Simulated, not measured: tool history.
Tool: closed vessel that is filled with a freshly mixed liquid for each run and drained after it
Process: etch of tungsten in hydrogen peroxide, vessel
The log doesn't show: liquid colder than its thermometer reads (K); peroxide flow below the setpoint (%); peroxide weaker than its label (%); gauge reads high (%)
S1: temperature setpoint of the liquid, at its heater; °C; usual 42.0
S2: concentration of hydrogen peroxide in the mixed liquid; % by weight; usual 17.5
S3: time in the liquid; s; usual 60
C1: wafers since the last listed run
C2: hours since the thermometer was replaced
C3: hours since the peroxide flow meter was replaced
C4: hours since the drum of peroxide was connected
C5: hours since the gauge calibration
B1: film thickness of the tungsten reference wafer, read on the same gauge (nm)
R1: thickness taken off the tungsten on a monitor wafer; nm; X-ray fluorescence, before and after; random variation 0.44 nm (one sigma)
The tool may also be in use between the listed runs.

Run 1, hour 0.0: usual settings but S3 45 s; C1 0; C2 1038.6; C3 687.4; C4 574.0; C5 313.9; B1 120.04. Result: R1 39.43 nm.
Run 2, hour 59.6: usual settings; C1 5611; C2 1098.2; C3 747.0; C4 633.6; C5 373.5; B1 119.99. Result: R1 52.45 nm.
Run 3, hour 108.5: usual settings; C1 4603; C2 1147.1; C3 795.9; C4 682.5; C5 422.4; B1 120.00. Result: R1 52.65 nm.
Run 4, hour 176.2: usual settings; C1 6373; C2 1214.8; C3 863.6; C4 750.2; C5 490.1; B1 119.99. Result: R1 52.04 nm.
Run 5, hour 285.3: usual settings; C1 10271; C2 1323.9; C3 972.7; C4 859.3; C5 599.2; B1 120.00. Result: R1 51.30 nm.
Run 6, hour 322.9: usual settings; C1 3539; C2 1361.5; C3 1010.3; C4 896.9; C5 636.8; B1 120.02. Result: R1 51.52 nm.
Run 7, hour 388.4: usual settings but S2 20.0 % by weight; C1 6166; C2 1427.0; C3 1075.8; C4 962.4; C5 702.3; B1 120.02. Result: R1 54.53 nm.
Run 8, hour 454.3: usual settings; C1 6204; C2 1492.9; C3 1141.7; C4 1028.3; C5 768.2; B1 120.04. Result: R1 51.01 nm.
At hour 471.3: gauge calibrated.
Run 9, hour 494.9: usual settings; C1 3822; C2 1533.5; C3 1182.3; C4 1068.9; C5 23.6; B1 120.01. Result: R1 51.15 nm.
Run 10, hour 537.8: usual settings; C1 4038; C2 1576.4; C3 1225.2; C4 1111.8; C5 66.5; B1 120.04. Result: R1 50.99 nm.
Run 11, hour 602.4: usual settings; C1 6081; C2 1641.0; C3 1289.8; C4 1176.4; C5 131.1; B1 120.02. Result: R1 50.34 nm.
At hour 627.9: thermometer replaced.
At hour 644.3: new drum of peroxide connected.
Run 12, hour 666.9: usual settings but S1 51.5 °C, S2 16.0 % by weight, S3 45 s; C1 5884; C2 39.0; C3 1354.3; C4 22.6; C5 195.6; B1 120.02. Result: R1 67.70 nm.
Run 13, hour 709.1: usual settings but S1 49.5 °C; C1 3972; C2 81.2; C3 1396.5; C4 64.8; C5 237.8; B1 119.99. Result: R1 83.41 nm.
Run 14, hour 761.1: usual settings; C1 4895; C2 133.2; C3 1448.5; C4 116.8; C5 289.8; B1 120.05. Result: R1 50.66 nm.
Run 15, hour 800.6: usual settings but S3 40 s; C1 3718; C2 172.7; C3 1488.0; C4 156.3; C5 329.3; B1 120.01. Result: R1 34.25 nm.
Run 16, hour 845.2: usual settings; C1 4198; C2 217.3; C3 1532.6; C4 200.9; C5 373.9; B1 120.02. Result: R1 52.26 nm.
At hour 886.1: peroxide flow meter replaced.
Run 17, hour 893.0: usual settings; C1 4406; C2 265.1; C3 6.9; C4 248.7; C5 421.7; B1 120.02. Result: R1 54.04 nm.
Run 18, hour 932.0: usual settings but S1 36.0 °C, S2 16.0 % by weight, S3 90 s; C1 3671; C2 304.1; C3 45.9; C4 287.7; C5 460.7; B1 120.04. Result: R1 52.51 nm.
Run 19, hour 958.6: usual settings but S1 50.0 °C, S2 15.5 % by weight, S3 70 s; C1 2504; C2 330.7; C3 72.5; C4 314.3; C5 487.3; B1 119.98. Result: R1 98.86 nm.
Run 20, hour 1009.1: usual settings but S1 34.5 °C, S2 15.0 % by weight, S3 75 s; C1 4754; C2 381.2; C3 123.0; C4 364.8; C5 537.8; B1 119.99. Result: R1 38.32 nm.
Run 21, hour 1037.6: usual settings but S2 21.5 % by weight; C1 2683; C2 409.7; C3 151.5; C4 393.3; C5 566.3; B1 119.99. Result: R1 59.94 nm.
Run 22, hour 1229.2: usual settings; C1 18038; C2 601.3; C3 343.1; C4 584.9; C5 757.9; B1 119.95. Result: R1 54.20 nm.

How the hidden state differs across the entries between the runs, from the last listed run before each to the first after it:
Between runs 8 and 9: gauge calibrated (hour 471.3)
  peroxide flow below the setpoint (%): 9.17 -> 9.48; peroxide weaker than its label (%): 5.99 -> 6.22
  measured less the result without the state, R1: -4.19 -> -4.37 nm
Between runs 11 and 12: thermometer replaced (hour 627.9); new drum of peroxide connected (hour 644.3)
  peroxide flow below the setpoint (%): 10.3 -> 10.8; peroxide weaker than its label (%): 6.81 -> 0.806
  measured less the result without the state, R1: -4.73 -> -4.28 nm
Between runs 16 and 17: peroxide flow meter replaced (hour 886.1)
  peroxide flow below the setpoint (%): 12.2 -> 0.622; peroxide weaker than its label (%): 1.8 -> 2.06
  measured less the result without the state, R1: -4.02 -> -0.74 nm

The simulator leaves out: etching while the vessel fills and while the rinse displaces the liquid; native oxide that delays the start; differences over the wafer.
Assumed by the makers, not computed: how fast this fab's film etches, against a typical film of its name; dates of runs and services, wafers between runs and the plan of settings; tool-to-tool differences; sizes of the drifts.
